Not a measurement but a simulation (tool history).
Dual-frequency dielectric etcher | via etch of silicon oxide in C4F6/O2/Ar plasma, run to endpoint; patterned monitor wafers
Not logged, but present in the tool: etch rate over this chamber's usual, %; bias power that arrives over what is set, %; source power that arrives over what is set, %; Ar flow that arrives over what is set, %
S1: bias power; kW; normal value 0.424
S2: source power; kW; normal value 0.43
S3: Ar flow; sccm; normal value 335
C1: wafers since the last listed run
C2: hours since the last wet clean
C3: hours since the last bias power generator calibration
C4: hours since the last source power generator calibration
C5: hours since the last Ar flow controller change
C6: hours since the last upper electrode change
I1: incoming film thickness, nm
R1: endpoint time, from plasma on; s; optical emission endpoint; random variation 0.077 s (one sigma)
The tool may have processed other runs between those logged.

run,hour,S1,S2,S3,C1,C2,C3,C4,C5,C6,I1,R1
1,0,0.424,0.43,335,0,188.6,1582.6,3985.6,3881.7,3947.9,108.8,25.1
2,9.2,0.424,0.43,335,73,197.8,1591.8,3994.8,3890.9,3957.1,107.8,24.9
3,24.8,0.424,0.43,335,124,213.4,1607.4,4010.4,3906.5,3972.7,108.2,24.9
4,33.7,0.424,0.46,295,71,222.3,1616.3,4019.3,3915.4,3981.6,107.8,23.9
5,49.1,0.424,0.46,295,123,237.7,1631.7,4034.7,3930.8,3997,108.5,24
6,55.5,0.424,0.46,295,51,244.1,1638.1,4041.1,3937.2,4003.4,109.5,24.3
7,67.7,0.424,0.43,390,97,256.3,1650.3,4053.3,3949.4,4015.6,107.9,25.4
# hour 75.7: bias power generator calibrated
8,80.1,0.424,0.43,335,67,268.7,4.4,4065.7,3961.8,4028,107.8,24.7
9,92.8,0.424,0.43,335,101,281.4,17.1,4078.4,3974.5,4040.7,109.1,24.8
10,100.1,0.331,0.4,335,58,288.7,24.4,4085.7,3981.8,4048,107.8,27.3
# hour 137.8: wet clean of the chamber
# hour 155: upper electrode replaced
11,155.5,0.528,0.5,335,113,17.7,79.8,4141.1,4037.2,0.5,108.6,22.7
12,155.9,0.424,0.46,295,3,18.1,80.2,4141.5,4037.6,0.9,110.1,25.1
13,156.2,0.325,0.43,335,2,18.4,80.5,4141.8,4037.9,1.2,107.7,27.5
14,156.5,0.424,0.43,292,2,18.7,80.8,4142.1,4038.2,1.5,108.3,25.1
15,161.8,0.424,0.43,288,42,24,86.1,4147.4,4043.5,6.8,108,25
16,174.7,0.53,0.43,278,103,36.9,99,4160.3,4056.4,19.7,108.7,23.3
17,181.9,0.496,0.37,377,57,44.1,106.2,4167.5,4063.6,26.9,108.2,25.8
# hour 196.7: Ar flow controller replaced
18,197.2,0.424,0.43,419,74,59.4,121.5,4182.8,0.5,42.2,108.8,26.3
# hour 210.9: source power generator calibrated
19,211.4,0.497,0.52,356,81,73.6,135.7,0.5,14.7,56.4,108.3,22.9
20,215.1,0.424,0.51,266,29,77.3,139.4,4.2,18.4,60.1,109.3,23.6
21,228.8,0.424,0.43,335,109,91,153.1,17.9,32.1,73.8,109.1,25.6
22,239.1,0.424,0.43,335,82,101.3,163.4,28.2,42.4,84.1,110,25.8
23,245.9,0.424,0.46,335,54,108.1,170.2,35,49.2,90.9,109,24.8
24,268.6,0.424,0.34,335,181,130.8,192.9,57.7,71.9,113.6,107.9,27.1
25,278.5,0.497,0.43,335,79,140.7,202.8,67.6,81.8,123.5,108.6,24
26,288.3,0.424,0.43,335,78,150.5,212.6,77.4,91.6,133.3,108.7,25.3
27,301.5,0.381,0.47,363,105,163.7,225.8,90.6,104.8,146.5,108.7,25.7
28,309.1,0.479,0.53,296,60,171.3,233.4,98.2,112.4,154.1,110,22.6
29,325.1,0.424,0.5,399,127,187.3,249.4,114.2,128.4,170.1,108.5,24.5

What if the next run were any one of these 4? Each begins from the tool's condition after run 29:
A,325.5,0.424,0.43,335,3,187.7,249.8,114.6,128.8,170.5,108.7,?
B,325.5,0.424,0.5,335,3,187.7,249.8,114.6,128.8,170.5,108.7,?
C,325.5,0.424,0.34,270,3,187.7,249.8,114.6,128.8,170.5,108.7,?
D,325.5,0.424,0.38,335,3,187.7,249.8,114.6,128.8,170.5,108.7,?

run,R1
A,25.1
B,23.9
C,26.4
D,26.2
The same runs, with their run-to-run variation unchanged, on a tool lacking any hidden condition would have given:
run,R1
A,25.6
B,24.4
C,26.9
D,26.7

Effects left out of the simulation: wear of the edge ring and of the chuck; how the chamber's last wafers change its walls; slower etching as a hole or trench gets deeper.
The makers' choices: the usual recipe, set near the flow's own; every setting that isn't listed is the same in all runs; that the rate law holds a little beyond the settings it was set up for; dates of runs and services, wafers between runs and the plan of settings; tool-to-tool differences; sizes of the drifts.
